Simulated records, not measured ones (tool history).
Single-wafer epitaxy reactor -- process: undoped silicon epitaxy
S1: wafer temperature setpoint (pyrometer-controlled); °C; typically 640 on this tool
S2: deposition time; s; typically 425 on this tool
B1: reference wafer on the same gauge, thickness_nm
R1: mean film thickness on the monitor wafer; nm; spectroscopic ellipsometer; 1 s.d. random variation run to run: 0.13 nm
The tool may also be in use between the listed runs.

Run 1, hour 0.0: usual settings but S1 650 °C; B1 54.497. Result: R1 72.666 nm.
Run 2, hour 107.0: usual settings but S1 650 °C; B1 54.505. Result: R1 72.831 nm.
Run 3, hour 203.8: usual settings; B1 54.494. Result: R1 59.714 nm.
Run 4, hour 243.9: usual settings; B1 54.490. Result: R1 59.965 nm.
Run 5, hour 288.8: usual settings; B1 54.471. Result: R1 59.917 nm.
Run 6, hour 429.3: usual settings; B1 54.581. Result: R1 60.115 nm.
Run 7, hour 494.8: usual settings; B1 54.491. Result: R1 59.620 nm.
Run 8, hour 805.2: usual settings; B1 54.453. Result: R1 59.934 nm.
Run 9, hour 889.1: usual settings; B1 54.546. Result: R1 59.990 nm.
Run 10, hour 987.9: usual settings; B1 54.546. Result: R1 59.961 nm.
Run 11, hour 1060.1: usual settings; B1 54.491. Result: R1 59.792 nm.
Run 12, hour 1162.5: usual settings; B1 54.533. Result: R1 59.945 nm.
Run 13, hour 1198.6: usual settings; B1 54.487. Result: R1 59.872 nm.
Run 14, hour 1257.9: usual settings; B1 54.547. Result: R1 60.005 nm.
Run 15, hour 1418.3: usual settings; B1 54.476. Result: R1 59.979 nm.
Run 16, hour 1498.4: usual settings; B1 54.470. Result: R1 60.020 nm.
At hour 1506.9: gauge calibrated.
Run 17, hour 1538.0: usual settings but S1 644 °C; B1 54.471. Result: R1 64.759 nm.
Run 18, hour 1645.4: usual settings but S2 475 s; B1 54.524. Result: R1 67.101 nm.
Run 19, hour 1738.1: usual settings but S1 636 °C, S2 489 s; B1 54.440. Result: R1 63.589 nm.
Run 20, hour 1793.0: usual settings but S2 374 s; B1 54.475. Result: R1 52.745 nm.
At hour 1803.1: pyrometer calibrated.
Run 21, hour 1884.4: usual settings; B1 54.478. Result: R1 59.826 nm.
Run 22, hour 1967.2: usual settings; B1 54.534. Result: R1 60.040 nm.
Run 23, hour 2041.2: usual settings but S1 655 °C, S2 510 s; B1 54.505. Result: R1 96.394 nm.
Run 24, hour 2146.4: usual settings but S1 627 °C; B1 54.491. Result: R1 46.239 nm.
Run 25, hour 2209.9: usual settings but S1 648 °C, S2 474 s; B1 54.472. Result: R1 77.987 nm.
Run 26, hour 2286.8: usual settings but S2 475 s; B1 54.511. Result: R1 67.238 nm.
Run 27, hour 2381.0: usual settings but S2 369 s; B1 54.527. Result: R1 52.066 nm.
Run 28, hour 2470.1: usual settings but S1 654 °C, S2 457 s; B1 54.560. Result: R1 84.871 nm.
Run 29, hour 2527.6: usual settings; B1 54.563. Result: R1 60.017 nm.
Run 30, hour 2564.4: usual settings; B1 54.540. Result: R1 59.936 nm.
Run 31, hour 2662.5: usual settings but S1 635 °C, S2 476 s; B1 54.499. Result: R1 60.938 nm.
Run 32, hour 2758.2: usual settings; B1 54.463. Result: R1 59.886 nm.

Below are 5 alternative next runs, each starting from the tool's condition after run 32. Predict each:
Run A, hour 2758.7: usual settings; B1 ?. Result: R1 ?.
Run B, hour 2758.7: usual settings but S1 654 °C, S2 489 s; B1 ?. Result: R1 ?.
Run C, hour 2758.7: usual settings but S1 628 °C, S2 459 s; B1 ?. Result: R1 ?.
Run D, hour 2758.7: usual settings but S1 654 °C; B1 ?. Result: R1 ?.
Run E, hour 2758.7: usual settings but S1 644 °C, S2 483 s; B1 ?. Result: R1 ?.

run      B1      R1
  A  54.511  60.039
  B  54.511  90.555
  C  54.511  51.114
  D  54.511  78.703
  E  54.511  73.774
Without the tool's unlogged condition, the same runs would have read:
run      R1
  A  60.039
  B  90.555
  C  51.114
  D  78.703
  E  73.774
